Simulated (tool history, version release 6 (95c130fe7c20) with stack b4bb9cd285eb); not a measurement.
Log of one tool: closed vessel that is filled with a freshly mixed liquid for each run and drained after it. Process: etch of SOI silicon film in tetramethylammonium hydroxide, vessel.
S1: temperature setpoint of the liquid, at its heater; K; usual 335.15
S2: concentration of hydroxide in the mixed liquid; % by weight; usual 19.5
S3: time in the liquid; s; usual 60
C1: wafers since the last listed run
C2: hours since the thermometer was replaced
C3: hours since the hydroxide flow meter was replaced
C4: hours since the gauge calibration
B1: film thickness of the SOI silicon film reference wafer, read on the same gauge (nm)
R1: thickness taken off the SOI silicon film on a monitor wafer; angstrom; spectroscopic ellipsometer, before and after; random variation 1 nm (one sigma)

Run 1, hour 0.0: usual settings; C1 0; C2 257.4; C3 1926.7; C4 602.1; B1 150.00. Result: R1 2001.9 angstrom.
Run 2, hour 13.7: usual settings but S2 16.5 % by weight; C1 1998; C2 271.1; C3 1940.4; C4 615.8; B1 150.01. Result: R1 2140.5 angstrom.
Run 3, hour 30.2: usual settings but S1 341.65 K; C1 2406; C2 287.6; C3 1956.9; C4 632.3; B1 150.00. Result: R1 2980.0 angstrom.
Run 4, hour 47.2: usual settings but S1 341.65 K; C1 2479; C2 304.6; C3 1973.9; C4 649.3; B1 149.98. Result: R1 2958.5 angstrom.
Run 5, hour 76.4: usual settings but S1 341.65 K; C1 4259; C2 333.8; C3 2003.1; C4 678.5; B1 150.02. Result: R1 2933.1 angstrom.
Run 6, hour 103.5: usual settings; C1 3953; C2 360.9; C3 2030.2; C4 705.6; B1 150.00. Result: R1 1990.2 angstrom.
Run 7, hour 117.4: usual settings; C1 2027; C2 374.8; C3 2044.1; C4 719.5; B1 150.00. Result: R1 1985.1 angstrom.
Run 8, hour 147.6: usual settings; C1 4405; C2 405.0; C3 2074.3; C4 749.7; B1 150.01. Result: R1 2005.9 angstrom.
Run 9, hour 161.9: usual settings; C1 2086; C2 419.3; C3 2088.6; C4 764.0; B1 150.00. Result: R1 1981.0 angstrom.
Run 10, hour 193.7: usual settings but S2 17.0 % by weight; C1 4638; C2 451.1; C3 2120.4; C4 795.8; B1 150.02. Result: R1 2098.4 angstrom.
Run 11, hour 219.1: usual settings; C1 3705; C2 476.5; C3 2145.8; C4 821.2; B1 149.99. Result: R1 1998.8 angstrom.
Run 12, hour 239.8: usual settings but S3 70 s; C1 3019; C2 497.2; C3 2166.5; C4 841.9; B1 149.98. Result: R1 2312.7 angstrom.
At hour 294.3: hydroxide flow meter replaced.
Run 13, hour 304.1: usual settings; C1 9233; C2 561.5; C3 9.8; C4 906.2; B1 150.00. Result: R1 1900.2 angstrom.
Run 14, hour 328.4: usual settings but S1 338.65 K, S2 14.0 % by weight, S3 90 s; C1 3544; C2 585.8; C3 34.1; C4 930.5; B1 149.98. Result: R1 4025.0 angstrom.
Run 15, hour 357.7: usual settings but S1 339.65 K, S2 25.0 % by weight, S3 90 s; C1 4274; C2 615.1; C3 63.4; C4 959.8; B1 149.99. Result: R1 3060.2 angstrom.
Run 16, hour 388.1: usual settings but S1 341.15 K, S2 16.5 % by weight; C1 4434; C2 645.5; C3 93.8; C4 990.2; B1 150.00. Result: R1 2891.3 angstrom.
At hour 403.3: thermometer replaced.
Run 17, hour 414.7: usual settings but S2 22.5 % by weight, S3 75 s; C1 3734; C2 11.4; C3 120.4; C4 1016.8; B1 149.98. Result: R1 2274.2 angstrom.
Run 18, hour 434.3: usual settings; C1 2859; C2 31.0; C3 140.0; C4 1036.4; B1 150.00. Result: R1 1953.3 angstrom.
Run 19, hour 469.5: usual settings; C1 5134; C2 66.2; C3 175.2; C4 1071.6; B1 150.00. Result: R1 1947.6 angstrom.
Run 20, hour 493.7: usual settings; C1 3530; C2 90.4; C3 199.4; C4 1095.8; B1 150.00. Result: R1 1963.6 angstrom.
Run 21, hour 527.5: usual settings but S1 331.15 K, S3 45 s; C1 4930; C2 124.2; C3 233.2; C4 1129.6; B1 150.01. Result: R1 1144.9 angstrom.
Run 22, hour 634.7: usual settings but S2 23.5 % by weight; C1 15637; C2 231.4; C3 340.4; C4 1236.8; B1 149.99. Result: R1 1726.2 angstrom.
Run 23, hour 654.8: usual settings; C1 2932; C2 251.5; C3 360.5; C4 1256.9; B1 150.00. Result: R1 1940.0 angstrom.
At hour 678.8: gauge calibrated.
Run 24, hour 693.5: usual settings but S1 329.65 K, S2 15.0 % by weight, S3 85 s; C1 5645; C2 290.2; C3 399.2; C4 14.7; B1 150.00. Result: R1 2153.5 angstrom.
Run 25, hour 727.7: usual settings but S2 14.5 % by weight, S3 70 s; C1 4988; C2 324.4; C3 433.4; C4 48.9; B1 150.01. Result: R1 2547.0 angstrom.
Run 26, hour 758.3: usual settings but S1 337.15 K, S2 24.0 % by weight, S3 35 s; C1 4463; C2 355.0; C3 464.0; C4 79.5; B1 150.02. Result: R1 1117.9 angstrom.
Run 27, hour 792.1: usual settings; C1 4930; C2 388.8; C3 497.8; C4 113.3; B1 149.97. Result: R1 1922.9 angstrom.
Run 28, hour 818.3: usual settings; C1 3821; C2 415.0; C3 524.0; C4 139.5; B1 149.99. Result: R1 1927.0 angstrom.
Run 29, hour 838.1: usual settings but S1 327.65 K, S2 22.5 % by weight, S3 80 s; C1 2888; C2 434.8; C3 543.8; C4 159.3; B1 149.98. Result: R1 1489.7 angstrom.
Run 30, hour 851.3: usual settings; C1 1925; C2 448.0; C3 557.0; C4 172.5; B1 149.99. Result: R1 1921.1 angstrom.
Run 31, hour 870.3: usual settings but S3 80 s; C1 2771; C2 467.0; C3 576.0; C4 191.5; B1 150.00. Result: R1 2573.8 angstrom.
Run 32, hour 883.2: usual settings but S2 22.0 % by weight, S3 90 s; C1 1881; C2 479.9; C3 588.9; C4 204.4; B1 150.00. Result: R1 2708.2 angstrom.
Run 33, hour 911.7: usual settings but S1 332.15 K, S2 15.0 % by weight, S3 35 s; C1 4157; C2 508.4; C3 617.4; C4 232.9; B1 150.01. Result: R1 1023.3 angstrom.
Run 34, hour 931.9: usual settings but S1 330.65 K, S2 22.0 % by weight, S3 30 s; C1 2946; C2 528.6; C3 637.6; C4 253.1; B1 150.02. Result: R1 681.5 angstrom.
Run 35, hour 947.3: usual settings but S2 15.0 % by weight; C1 2246; C2 544.0; C3 653.0; C4 268.5; B1 149.97. Result: R1 2133.6 angstrom.

Some steps in R1 between neighbouring runs. How much of each would the tool show without its hidden state too (settings, what came in, random variation), and how much is left for the hidden state, with any gauge scatter that isn't in both results?
The hidden state here: liquid colder than its thermometer reads (K); hydroxide flow below the setpoint (%); gauge reads high (%).
Run 12 -> 13: S3 70 -> 60, hydroxide flow meter replaced. R1 -412.5 angstrom: hidden state -98.1, all else -314.4.
Run 13 -> 14: S1 335.15 -> 338.65, S2 19.5 -> 14.0, S3 60 -> 90. R1 +2124.8 angstrom: hidden state -67.5, all else +2192.3.
Run 14 -> 15: S1 338.65 -> 339.65, S2 14.0 -> 25.0. R1 -964.8 angstrom: hidden state +73.9, all else -1038.7.
Run 16 -> 17: S1 341.15 -> 335.15, S2 16.5 -> 22.5, S3 60 -> 75, thermometer replaced. R1 -617.1 angstrom: hidden state +141.0, all else -758.1.
Run 32 -> 33: S1 335.15 -> 332.15, S2 22.0 -> 15.0, S3 90 -> 35. R1 -1684.9 angstrom: hidden state +25.0, all else -1709.9.
Run 34 -> 35: S1 330.65 -> 335.15, S2 22.0 -> 15.0, S3 30 -> 60. R1 +1452.1 angstrom: hidden state -23.5, all else +1475.6.
